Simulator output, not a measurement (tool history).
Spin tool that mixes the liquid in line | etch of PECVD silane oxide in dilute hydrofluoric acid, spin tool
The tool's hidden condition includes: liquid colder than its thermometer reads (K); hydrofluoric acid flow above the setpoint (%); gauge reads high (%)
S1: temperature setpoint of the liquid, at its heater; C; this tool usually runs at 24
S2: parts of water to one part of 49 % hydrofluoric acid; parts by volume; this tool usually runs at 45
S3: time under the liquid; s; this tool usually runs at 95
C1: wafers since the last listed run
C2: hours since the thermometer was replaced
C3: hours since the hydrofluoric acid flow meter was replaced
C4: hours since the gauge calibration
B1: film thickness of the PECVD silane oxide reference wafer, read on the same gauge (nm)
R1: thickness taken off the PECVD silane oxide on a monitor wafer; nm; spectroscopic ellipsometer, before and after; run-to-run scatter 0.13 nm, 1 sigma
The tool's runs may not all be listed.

Run 1, hour 0: usual settings but S1 20 C; C1 0; C2 3093.8; C3 1559.5; C4 80.9; B1 140. Result: R1 31.83 nm.
Run 2, hour 11.2: usual settings but S1 20 C; C1 149; C2 3105; C3 1570.7; C4 92.1; B1 140. Result: R1 31.96 nm.
Run 3, hour 28.2: usual settings but S1 20 C; C1 227; C2 3122; C3 1587.7; C4 109.1; B1 140. Result: R1 31.85 nm.
Run 4, hour 40.7: usual settings but S2 60 parts by volume, S3 110 s; C1 167; C2 3134.5; C3 1600.2; C4 121.6; B1 139.99. Result: R1 32.15 nm.
Run 5, hour 47.5: usual settings but S2 60 parts by volume, S3 110 s; C1 90; C2 3141.3; C3 1607; C4 128.4; B1 140.01. Result: R1 32.17 nm.
Run 6, hour 55.6: usual settings but S1 25.5 C, S3 55 s; C1 108; C2 3149.4; C3 1615.1; C4 136.5; B1 140. Result: R1 23.3 nm.
Run 7, hour 72.1: usual settings but S1 25.5 C, S3 55 s; C1 220; C2 3165.9; C3 1631.6; C4 153; B1 139.99. Result: R1 23.25 nm.
Run 8, hour 87.8: usual settings but S1 25.5 C, S3 55 s; C1 209; C2 3181.6; C3 1647.3; C4 168.7; B1 140. Result: R1 23.31 nm.
Run 9, hour 103.7: usual settings; C1 212; C2 3197.5; C3 1663.2; C4 184.6; B1 140. Result: R1 37.43 nm.
Run 10, hour 117.9: usual settings; C1 189; C2 3211.7; C3 1677.4; C4 198.8; B1 140. Result: R1 37.68 nm.
Run 11, hour 130: usual settings; C1 161; C2 3223.8; C3 1689.5; C4 210.9; B1 139.99. Result: R1 37.62 nm.
Run 12, hour 142.2: usual settings; C1 163; C2 3236; C3 1701.7; C4 223.1; B1 140.01. Result: R1 37.56 nm.
Run 13, hour 154.6: usual settings; C1 165; C2 3248.4; C3 1714.1; C4 235.5; B1 140.01. Result: R1 37.69 nm.
Run 14, hour 181.3: usual settings; C1 357; C2 3275.1; C3 1740.8; C4 262.2; B1 140. Result: R1 37.68 nm.
At hour 182.7: gauge calibrated.
Run 15, hour 196.5: usual settings; C1 203; C2 3290.3; C3 1756; C4 13.8; B1 140.01. Result: R1 37.62 nm.
Run 16, hour 210.4: usual settings; C1 185; C2 3304.2; C3 1769.9; C4 27.7; B1 140.01. Result: R1 37.45 nm.
Run 17, hour 220.9: usual settings; C1 140; C2 3314.7; C3 1780.4; C4 38.2; B1 140. Result: R1 37.73 nm.
Run 18, hour 238.7: usual settings but S1 26.5 C, S3 65 s; C1 238; C2 3332.5; C3 1798.2; C4 56; B1 139.99. Result: R1 28.48 nm.
Run 19, hour 247.2: usual settings; C1 113; C2 3341; C3 1806.7; C4 64.5; B1 140.01. Result: R1 37.55 nm.
Run 20, hour 258: usual settings but S1 21 C, S2 30 parts by volume, S3 135 s; C1 144; C2 3351.8; C3 1817.5; C4 75.3; B1 139.99. Result: R1 71.62 nm.
Run 21, hour 266.6: usual settings but S2 50 parts by volume; C1 115; C2 3360.4; C3 1826.1; C4 83.9; B1 139.99. Result: R1 33.55 nm.
Run 22, hour 277.3: usual settings; C1 143; C2 3371.1; C3 1836.8; C4 94.6; B1 139.98. Result: R1 37.7 nm.
Run 23, hour 287.4: usual settings but S1 21 C, S2 30 parts by volume, S3 50 s; C1 135; C2 3381.2; C3 1846.9; C4 104.7; B1 140.02. Result: R1 26.48 nm.
Run 24, hour 297.6: usual settings; C1 136; C2 3391.4; C3 1857.1; C4 114.9; B1 140.02. Result: R1 37.24 nm.
Run 25, hour 309.4: usual settings but S2 55 parts by volume; C1 157; C2 3403.2; C3 1868.9; C4 126.7; B1 140.03. Result: R1 30.2 nm.
Run 26, hour 321.8: usual settings but S1 21 C, S3 70 s; C1 165; C2 3415.6; C3 1881.3; C4 139.1; B1 140.01. Result: R1 24.25 nm.
At hour 324.8: thermometer replaced.
At hour 341.1: hydrofluoric acid flow meter replaced.
Run 27, hour 367.2: usual settings but S2 60 parts by volume, S3 110 s; C1 580; C2 42.4; C3 26.1; C4 184.5; B1 140. Result: R1 35.58 nm.
Run 28, hour 374.8: usual settings but S3 70 s; C1 101; C2 50; C3 33.7; C4 192.1; B1 140. Result: R1 30.74 nm.
Run 29, hour 391.3: usual settings but S1 21 C, S2 60 parts by volume, S3 50 s; C1 220; C2 66.5; C3 50.2; C4 208.6; B1 139.99. Result: R1 14.27 nm.
Run 30, hour 407.8: usual settings but S1 26 C, S3 125 s; C1 220; C2 83; C3 66.7; C4 225.1; B1 140. Result: R1 59.26 nm.
Run 31, hour 418.4: usual settings but S1 20 C, S2 30 parts by volume, S3 115 s; C1 141; C2 93.6; C3 77.3; C4 235.7; B1 139.99. Result: R1 65.07 nm.
At hour 428.8: gauge calibrated.
Run 32, hour 434.6: usual settings but S1 19.5 C, S2 55 parts by volume, S3 50 s; C1 216; C2 109.8; C3 93.5; C4 5.8; B1 140.01. Result: R1 14.67 nm.
Run 33, hour 445: usual settings but S1 19.5 C, S2 30 parts by volume, S3 120 s; C1 139; C2 120.2; C3 103.9; C4 16.2; B1 140.02. Result: R1 66.42 nm.

What will run 34 give?
Run 34, hour 452.5: usual settings but S1 27 C, S3 55 s; C1 100; C2 127.7; C3 111.4; C4 23.7; B1 ?. Result: R1 ?.

{"run 34": {"B1": 139.98, "R1": 27.19}}
With no hidden state in the tool, this same run would have given R1 27.39 nm.
